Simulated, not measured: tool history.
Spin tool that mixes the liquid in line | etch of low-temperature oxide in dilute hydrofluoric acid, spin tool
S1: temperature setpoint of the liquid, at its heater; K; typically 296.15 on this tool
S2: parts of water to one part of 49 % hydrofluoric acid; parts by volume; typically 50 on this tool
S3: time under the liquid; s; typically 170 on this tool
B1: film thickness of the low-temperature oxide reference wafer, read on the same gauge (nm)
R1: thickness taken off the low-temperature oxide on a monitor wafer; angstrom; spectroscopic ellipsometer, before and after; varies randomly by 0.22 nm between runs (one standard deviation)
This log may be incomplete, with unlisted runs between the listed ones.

run 1 hour=0.0 | S1=296.15 S2=50 S3=230 | B1=109.97 | R1=476.1
run 2 hour=8.6 | S1=296.15 S2=50 S3=230 | B1=109.99 | R1=476.4
run 3 hour=21.7 | S1=296.15 S2=50 S3=205 | B1=110.00 | R1=423.3
run 4 hour=32.6 | S1=296.15 S2=50 S3=205 | B1=109.99 | R1=419.4
run 5 hour=38.8 | S1=296.15 S2=50 S3=205 | B1=110.01 | R1=423.3
run 6 hour=53.7 | S1=296.15 S2=50 S3=170 | B1=110.02 | R1=348.4
-- hour=60.8 hydrofluoric acid flow meter replaced
run 7 hour=65.8 | S1=296.15 S2=50 S3=170 | B1=110.03 | R1=347.2
run 8 hour=71.8 | S1=294.15 S2=50 S3=170 | B1=110.01 | R1=321.4
run 9 hour=82.7 | S1=294.15 S2=50 S3=170 | B1=110.02 | R1=320.6
run 10 hour=100.0 | S1=294.15 S2=50 S3=170 | B1=110.01 | R1=322.4
run 11 hour=114.0 | S1=296.15 S2=60 S3=245 | B1=110.01 | R1=414.1
-- hour=123.7 gauge calibrated
run 12 hour=129.0 | S1=292.15 S2=40 S3=170 | B1=110.01 | R1=371.3
run 13 hour=159.7 | S1=300.15 S2=50 S3=170 | B1=110.02 | R1=413.1
run 14 hour=167.4 | S1=296.15 S2=50 S3=170 | B1=110.00 | R1=350.4
run 15 hour=182.0 | S1=293.65 S2=35 S3=220 | B1=109.99 | R1=595.4
run 16 hour=193.1 | S1=296.15 S2=50 S3=170 | B1=110.00 | R1=346.5
run 17 hour=209.7 | S1=297.65 S2=70 S3=170 | B1=110.01 | R1=258.4
run 18 hour=219.6 | S1=291.65 S2=60 S3=100 | B1=110.00 | R1=140.7
run 19 hour=230.0 | S1=292.65 S2=75 S3=170 | B1=110.02 | R1=194.6
run 20 hour=242.8 | S1=296.15 S2=40 S3=170 | B1=109.99 | R1=444.7
run 21 hour=250.9 | S1=300.65 S2=50 S3=220 | B1=109.99 | R1=545.6
-- hour=258.2 thermometer replaced
run 22 hour=260.3 | S1=292.15 S2=70 S3=80 | B1=109.97 | R1=96.8
run 23 hour=273.1 | S1=296.15 S2=50 S3=170 | B1=110.00 | R1=349.7
run 24 hour=305.5 | S1=296.15 S2=50 S3=170 | B1=110.00 | R1=348.3
run 25 hour=312.0 | S1=296.15 S2=45 S3=170 | B1=109.97 | R1=389.0
run 26 hour=319.4 | S1=296.15 S2=50 S3=170 | B1=110.00 | R1=350.5
run 27 hour=325.4 | S1=292.15 S2=30 S3=225 | B1=110.01 | R1=670.9
run 28 hour=332.4 | S1=297.65 S2=70 S3=170 | B1=109.98 | R1=259.4
run 29 hour=342.1 | S1=296.15 S2=50 S3=245 | B1=110.01 | R1=502.8
run 30 hour=354.6 | S1=299.65 S2=60 S3=85 | B1=110.00 | R1=168.4
run 31 hour=368.6 | S1=296.15 S2=50 S3=205 | B1=109.97 | R1=419.7
run 32 hour=378.7 | S1=296.15 S2=50 S3=170 | B1=109.99 | R1=352.5
run 33 hour=387.6 | S1=296.15 S2=50 S3=105 | B1=109.99 | R1=215.9

For each run, what was the tool's unlogged condition?
liquid hotter than its thermometer reads (K): 0 on each run
hydrofluoric acid flow below the setpoint (%): 0 on each run
gauge reads high (%): 0 on each run

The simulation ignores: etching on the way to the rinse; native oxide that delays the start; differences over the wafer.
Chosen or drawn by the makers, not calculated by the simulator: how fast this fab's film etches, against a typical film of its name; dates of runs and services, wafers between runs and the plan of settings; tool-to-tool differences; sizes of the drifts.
